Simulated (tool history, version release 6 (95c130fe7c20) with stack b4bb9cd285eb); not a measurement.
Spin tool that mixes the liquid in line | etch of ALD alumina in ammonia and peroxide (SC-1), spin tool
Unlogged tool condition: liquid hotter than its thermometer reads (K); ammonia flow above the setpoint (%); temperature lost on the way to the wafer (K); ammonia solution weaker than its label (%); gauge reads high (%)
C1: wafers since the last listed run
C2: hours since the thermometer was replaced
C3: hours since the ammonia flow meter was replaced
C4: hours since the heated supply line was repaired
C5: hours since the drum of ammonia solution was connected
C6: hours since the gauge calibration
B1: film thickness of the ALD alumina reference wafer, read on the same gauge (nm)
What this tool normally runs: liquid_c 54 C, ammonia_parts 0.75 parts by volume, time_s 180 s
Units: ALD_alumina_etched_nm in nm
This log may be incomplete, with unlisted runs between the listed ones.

run 1 hour=0 | liquid_c=60.5 ammonia_parts=0.75 time_s=180 | C1=0 C2=326 C3=1812.9 C4=3489.8 C5=686.7 C6=203.7 | B1=109.99 | ALD_alumina_etched_nm=11.19
run 2 hour=22.7 | liquid_c=60.5 ammonia_parts=0.75 time_s=180 | C1=165 C2=348.7 C3=1835.6 C4=3512.5 C5=709.4 C6=226.4 | B1=110 | ALD_alumina_etched_nm=11.22
run 3 hour=38.4 | liquid_c=54 ammonia_parts=0.75 time_s=245 | C1=114 C2=364.4 C3=1851.3 C4=3528.2 C5=725.1 C6=242.1 | B1=109.96 | ALD_alumina_etched_nm=10.89
run 4 hour=55.8 | liquid_c=54 ammonia_parts=0.75 time_s=245 | C1=127 C2=381.8 C3=1868.7 C4=3545.6 C5=742.5 C6=259.5 | B1=110.01 | ALD_alumina_etched_nm=10.92
run 5 hour=69.8 | liquid_c=54 ammonia_parts=0.75 time_s=245 | C1=102 C2=395.8 C3=1882.7 C4=3559.6 C5=756.5 C6=273.5 | B1=110.01 | ALD_alumina_etched_nm=10.87
run 6 hour=86.3 | liquid_c=54 ammonia_parts=0.55 time_s=180 | C1=120 C2=412.3 C3=1899.2 C4=3576.1 C5=773 C6=290 | B1=110.01 | ALD_alumina_etched_nm=7.69
run 7 hour=101.7 | liquid_c=54 ammonia_parts=0.55 time_s=180 | C1=112 C2=427.7 C3=1914.6 C4=3591.5 C5=788.4 C6=305.4 | B1=110 | ALD_alumina_etched_nm=7.76
run 8 hour=125.5 | liquid_c=54 ammonia_parts=0.75 time_s=105 | C1=173 C2=451.5 C3=1938.4 C4=3615.3 C5=812.2 C6=329.2 | B1=109.98 | ALD_alumina_etched_nm=4.66
-- hour=151.9 ammonia flow meter replaced
run 9 hour=153.8 | liquid_c=54 ammonia_parts=0.75 time_s=245 | C1=199 C2=479.8 C3=1.9 C4=3643.6 C5=840.5 C6=357.5 | B1=109.98 | ALD_alumina_etched_nm=10.87
-- hour=154.9 thermometer replaced
run 10 hour=180.6 | liquid_c=54 ammonia_parts=0.55 time_s=75 | C1=188 C2=25.7 C3=28.7 C4=3670.4 C5=867.3 C6=384.3 | B1=109.99 | ALD_alumina_etched_nm=3.21
run 11 hour=205.5 | liquid_c=58 ammonia_parts=0.55 time_s=115 | C1=181 C2=50.6 C3=53.6 C4=3695.3 C5=892.2 C6=409.2 | B1=109.98 | ALD_alumina_etched_nm=6.11
-- hour=269.1 heated supply line repaired
run 12 hour=270.2 | liquid_c=48.5 ammonia_parts=0.75 time_s=180 | C1=464 C2=115.3 C3=118.3 C4=1.1 C5=956.9 C6=473.9 | B1=110 | ALD_alumina_etched_nm=5.89
run 13 hour=303 | liquid_c=63 ammonia_parts=0.65 time_s=225 | C1=239 C2=148.1 C3=151.1 C4=33.9 C5=989.7 C6=506.7 | B1=110.05 | ALD_alumina_etched_nm=15.67
run 14 hour=331.6 | liquid_c=54 ammonia_parts=0.75 time_s=115 | C1=208 C2=176.7 C3=179.7 C4=62.5 C5=1018.3 C6=535.3 | B1=110.01 | ALD_alumina_etched_nm=5.08
run 15 hour=360.8 | liquid_c=54 ammonia_parts=0.75 time_s=245 | C1=213 C2=205.9 C3=208.9 C4=91.7 C5=1047.5 C6=564.5 | B1=110.01 | ALD_alumina_etched_nm=10.83
run 16 hour=385.8 | liquid_c=54 ammonia_parts=1 time_s=180 | C1=182 C2=230.9 C3=233.9 C4=116.7 C5=1072.5 C6=589.5 | B1=109.99 | ALD_alumina_etched_nm=8.17
run 17 hour=409.4 | liquid_c=54 ammonia_parts=0.75 time_s=220 | C1=172 C2=254.5 C3=257.5 C4=140.3 C5=1096.1 C6=613.1 | B1=110.01 | ALD_alumina_etched_nm=9.71
run 18 hour=432.1 | liquid_c=54 ammonia_parts=0.75 time_s=215 | C1=165 C2=277.2 C3=280.2 C4=163 C5=1118.8 C6=635.8 | B1=110.01 | ALD_alumina_etched_nm=9.59
run 19 hour=445.6 | liquid_c=54 ammonia_parts=0.75 time_s=105 | C1=98 C2=290.7 C3=293.7 C4=176.5 C5=1132.3 C6=649.3 | B1=110.02 | ALD_alumina_etched_nm=4.65
-- hour=455.1 new drum of ammonia solution connected
-- hour=469.4 gauge calibrated
run 20 hour=472.4 | liquid_c=63 ammonia_parts=0.75 time_s=180 | C1=188 C2=317.5 C3=320.5 C4=203.3 C5=17.3 C6=3 | B1=109.99 | ALD_alumina_etched_nm=12.71
run 21 hour=502.9 | liquid_c=62 ammonia_parts=0.75 time_s=215 | C1=222 C2=348 C3=351 C4=233.8 C5=47.8 C6=33.5 | B1=109.94 | ALD_alumina_etched_nm=14.32
run 22 hour=521.4 | liquid_c=46.5 ammonia_parts=1.05 time_s=125 | C1=135 C2=366.5 C3=369.5 C4=252.3 C5=66.3 C6=52 | B1=110 | ALD_alumina_etched_nm=3.79
run 23 hour=557 | liquid_c=59.5 ammonia_parts=0.4 time_s=140 | C1=259 C2=402.1 C3=405.1 C4=287.9 C5=101.9 C6=87.6 | B1=110.03 | ALD_alumina_etched_nm=7.75
run 24 hour=569.1 | liquid_c=44.5 ammonia_parts=0.4 time_s=90 | C1=88 C2=414.2 C3=417.2 C4=300 C5=114 C6=99.7 | B1=110.05 | ALD_alumina_etched_nm=2.22
run 25 hour=649.3 | liquid_c=54 ammonia_parts=0.75 time_s=210 | C1=585 C2=494.4 C3=497.4 C4=380.2 C5=194.2 C6=179.9 | B1=110.06 | ALD_alumina_etched_nm=9.29

What differs in the tool's unlogged condition from the final listed run ahead of each entry between runs to the first listed run following it?
Runs 8 to 9: ammonia flow meter replaced (hour 151.9)
  no hidden state differs between the two runs
Runs 9 to 10: thermometer replaced (hour 154.9)
  no hidden state differs between the two runs
Runs 11 to 12: heated supply line repaired (hour 269.1)
  no hidden state differs between the two runs
Runs 19 to 20: new drum of ammonia solution connected (hour 455.1); gauge calibrated (hour 469.4)
  no hidden state differs between the two runs
